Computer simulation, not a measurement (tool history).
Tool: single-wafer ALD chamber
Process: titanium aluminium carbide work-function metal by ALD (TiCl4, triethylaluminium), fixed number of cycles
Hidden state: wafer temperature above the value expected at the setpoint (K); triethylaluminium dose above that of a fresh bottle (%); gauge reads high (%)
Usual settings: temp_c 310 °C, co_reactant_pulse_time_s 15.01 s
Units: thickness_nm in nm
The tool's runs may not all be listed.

run   hour  temp_c  co_reactant_pulse_time_s  wafers since the last listed run  hours since the last thermocouple change  hours since the last triethylaluminium bottle change  hours since the showerhead was replaced  hours since the gauge calibration  read-back reference wafer on the same gauge, thickness_nm  thickness_nm
  1    0.0     322                     15.01                                 0                                    2086.6                                                1226.8                                   6950.6                              282.5                                                      2.628         2.302
      11.1  -- gauge calibrated
  2   30.1     310                     15.01                               252                                    2116.7                                                1256.9                                   6980.7                               19.0                                                      2.628         2.211
  3   57.5     310                     15.01                               229                                    2144.1                                                1284.3                                   7008.1                               46.4                                                      2.630         2.200
  4   90.9     310                     15.01                               279                                    2177.5                                                1317.7                                   7041.5                               79.8                                                      2.628         2.203
  5  121.9     310                     15.01                               259                                    2208.5                                                1348.7                                   7072.5                              110.8                                                      2.631         2.205
  6  137.0     310                     15.01                               126                                    2223.6                                                1363.8                                   7087.6                              125.9                                                      2.630         2.206
  7  162.9     310                     15.01                               216                                    2249.5                                                1389.7                                   7113.5                              151.8                                                      2.632         2.202
  8  197.0     310                     15.01                               285                                    2283.6                                                1423.8                                   7147.6                              185.9                                                      2.631         2.205
  9  220.1     315                     12.28                               193                                    2306.7                                                1446.9                                   7170.7                              209.0                                                      2.631         2.137
     255.0  -- showerhead replaced
     286.4  -- triethylaluminium bottle replaced
 10  286.9     298                     10.28                               425                                    2373.5                                                   0.5                                     31.9                              275.8                                                      2.632         2.108
     298.3  -- gauge calibrated
     312.0  -- thermocouple changed; heater temperature recalibrated
 11  315.5     310                     15.01                               172                                       3.5                                                  29.1                                     60.5                               17.2                                                      2.631         2.293
 12  343.8     302                     11.26                               237                                      31.8                                                  57.4                                     88.8                               45.5                                                      2.628         2.168

The next listed run, before its measurement:
 13  371.3     310                     10.43                               230                                      59.3                                                  84.9                                    116.3                               73.0                                                          ?             ?

{"run 13": {"read-back reference wafer on the same gauge, thickness_nm": 2.629, "thickness_nm": 2.192}}
Without the tool's hidden state the same run would have given thickness_nm 2.222 nm.

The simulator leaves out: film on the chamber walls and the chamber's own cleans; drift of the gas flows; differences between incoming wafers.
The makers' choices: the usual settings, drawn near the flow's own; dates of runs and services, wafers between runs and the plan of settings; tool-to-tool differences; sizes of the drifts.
